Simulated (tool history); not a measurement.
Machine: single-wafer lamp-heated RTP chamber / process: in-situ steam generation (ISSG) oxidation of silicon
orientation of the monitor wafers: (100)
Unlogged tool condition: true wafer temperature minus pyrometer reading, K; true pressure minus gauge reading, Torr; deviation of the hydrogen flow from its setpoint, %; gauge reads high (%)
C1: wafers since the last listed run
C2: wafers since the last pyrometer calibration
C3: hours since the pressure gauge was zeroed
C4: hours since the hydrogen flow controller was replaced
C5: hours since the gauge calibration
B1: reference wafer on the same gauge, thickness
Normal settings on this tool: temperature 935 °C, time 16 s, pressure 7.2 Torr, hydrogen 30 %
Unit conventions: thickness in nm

run 1 hour=0.0 | temperature=935 time=16 pressure=7.2 hydrogen=30 | C1=0 C2=2985 C3=4361.6 C4=4273.5 C5=150.5 | B1=4.239 | thickness=4.582
run 2 hour=17.8 | temperature=935 time=16 pressure=7.2 hydrogen=32 | C1=217 C2=3203 C3=4379.4 C4=4291.3 C5=168.3 | B1=4.238 | thickness=4.637
run 3 hour=28.2 | temperature=935 time=16 pressure=7.2 hydrogen=30 | C1=127 C2=3330 C3=4389.8 C4=4301.7 C5=178.7 | B1=4.239 | thickness=4.624
-- hour=50.2 gauge calibrated
run 4 hour=58.3 | temperature=935 time=16 pressure=7.2 hydrogen=30 | C1=368 C2=3699 C3=4419.9 C4=4331.8 C5=8.1 | B1=4.239 | thickness=4.592
run 5 hour=66.7 | temperature=935 time=16 pressure=7.2 hydrogen=30 | C1=102 C2=3801 C3=4428.3 C4=4340.2 C5=16.5 | B1=4.240 | thickness=4.582
run 6 hour=74.8 | temperature=935 time=16 pressure=7.2 hydrogen=30 | C1=99 C2=3901 C3=4436.4 C4=4348.3 C5=24.6 | B1=4.240 | thickness=4.613
run 7 hour=86.5 | temperature=935 time=16 pressure=8.2 hydrogen=30 | C1=143 C2=4044 C3=4448.1 C4=4360.0 C5=36.3 | B1=4.237 | thickness=4.599
run 8 hour=96.3 | temperature=935 time=16 pressure=8.2 hydrogen=30 | C1=119 C2=4164 C3=4457.9 C4=4369.8 C5=46.1 | B1=4.234 | thickness=4.599
run 9 hour=104.2 | temperature=935 time=16 pressure=8.2 hydrogen=30 | C1=96 C2=4260 C3=4465.8 C4=4377.7 C5=54.0 | B1=4.240 | thickness=4.630
run 10 hour=117.5 | temperature=935 time=19 pressure=6.9 hydrogen=30 | C1=162 C2=4423 C3=4479.1 C4=4391.0 C5=67.3 | B1=4.237 | thickness=4.923
run 11 hour=129.1 | temperature=941 time=16 pressure=8.4 hydrogen=30 | C1=141 C2=4565 C3=4490.7 C4=4402.6 C5=78.9 | B1=4.238 | thickness=4.675
run 12 hour=159.1 | temperature=941 time=16 pressure=8.4 hydrogen=30 | C1=367 C2=4932 C3=4520.7 C4=4432.6 C5=108.9 | B1=4.236 | thickness=4.705
-- hour=179.2 hydrogen flow controller replaced
run 13 hour=179.7 | temperature=935 time=13 pressure=7.2 hydrogen=32 | C1=154 C2=5087 C3=4541.3 C4=0.5 C5=129.5 | B1=4.241 | thickness=4.410
run 14 hour=180.0 | temperature=935 time=16 pressure=7.2 hydrogen=30 | C1=3 C2=5090 C3=4541.6 C4=0.8 C5=129.8 | B1=4.240 | thickness=4.619
run 15 hour=185.9 | temperature=920 time=16 pressure=6.9 hydrogen=32 | C1=72 C2=5163 C3=4547.5 C4=6.7 C5=135.7 | B1=4.238 | thickness=4.553
-- hour=200.1 pyrometer window cleaned and pyrometer calibrated
run 16 hour=200.6 | temperature=941 time=22 pressure=6.9 hydrogen=23 | C1=82 C2=5 C3=4562.2 C4=21.4 C5=150.4 | B1=4.239 | thickness=4.815
run 17 hour=210.2 | temperature=917 time=22 pressure=6.9 hydrogen=24 | C1=117 C2=123 C3=4571.8 C4=31.0 C5=160.0 | B1=4.235 | thickness=4.558
run 18 hour=225.9 | temperature=935 time=16 pressure=7.2 hydrogen=30 | C1=192 C2=315 C3=4587.5 C4=46.7 C5=175.7 | B1=4.243 | thickness=4.507
-- hour=238.0 gauge calibrated
-- hour=242.1 pressure gauge zeroed
run 19 hour=242.6 | temperature=935 time=16 pressure=7.2 hydrogen=30 | C1=106 C2=422 C3=0.5 C4=63.4 C5=4.6 | B1=4.243 | thickness=4.482
run 20 hour=280.1 | temperature=945 time=16 pressure=6.9 hydrogen=30 | C1=459 C2=881 C3=38.0 C4=100.9 C5=42.1 | B1=4.241 | thickness=4.622
run 21 hour=292.6 | temperature=918 time=22 pressure=6.9 hydrogen=32 | C1=153 C2=1034 C3=50.5 C4=113.4 C5=54.6 | B1=4.240 | thickness=4.949
run 22 hour=308.7 | temperature=935 time=16 pressure=6.9 hydrogen=32 | C1=197 C2=1231 C3=66.6 C4=129.5 C5=70.7 | B1=4.244 | thickness=4.608
run 23 hour=325.9 | temperature=935 time=14 pressure=7.2 hydrogen=25 | C1=210 C2=1441 C3=83.8 C4=146.7 C5=87.9 | B1=4.238 | thickness=4.135
run 24 hour=337.1 | temperature=935 time=16 pressure=7.2 hydrogen=30 | C1=137 C2=1578 C3=95.0 C4=157.9 C5=99.1 | B1=4.237 | thickness=4.541
run 25 hour=345.7 | temperature=935 time=10 pressure=6.9 hydrogen=32 | C1=105 C2=1684 C3=103.6 C4=166.5 C5=107.7 | B1=4.241 | thickness=3.925

4 ways to go on from here, each from the tool as it stands after run 25. What would each give?
run A hour=346.1 | temperature=929 time=16 pressure=7.2 hydrogen=30 | C1=4 C2=1688 C3=104.0 C4=166.9 C5=108.1 | B1=? | thickness=?
run B hour=346.1 | temperature=935 time=13 pressure=7.2 hydrogen=22 | C1=4 C2=1688 C3=104.0 C4=166.9 C5=108.1 | B1=? | thickness=?
run C hour=346.1 | temperature=935 time=14 pressure=7.2 hydrogen=32 | C1=4 C2=1688 C3=104.0 C4=166.9 C5=108.1 | B1=? | thickness=?
run D hour=346.1 | temperature=927 time=16 pressure=7.2 hydrogen=30 | C1=4 C2=1688 C3=104.0 C4=166.9 C5=108.1 | B1=? | thickness=?

run=A B1=4.237 thickness=4.488
run=B B1=4.237 thickness=3.884
run=C B1=4.237 thickness=4.430
run=D B1=4.237 thickness=4.465
Had the tool no hidden state, the same runs would have come out as:
run=A thickness=4.453
run=B thickness=3.855
run=C thickness=4.397
run=D thickness=4.431
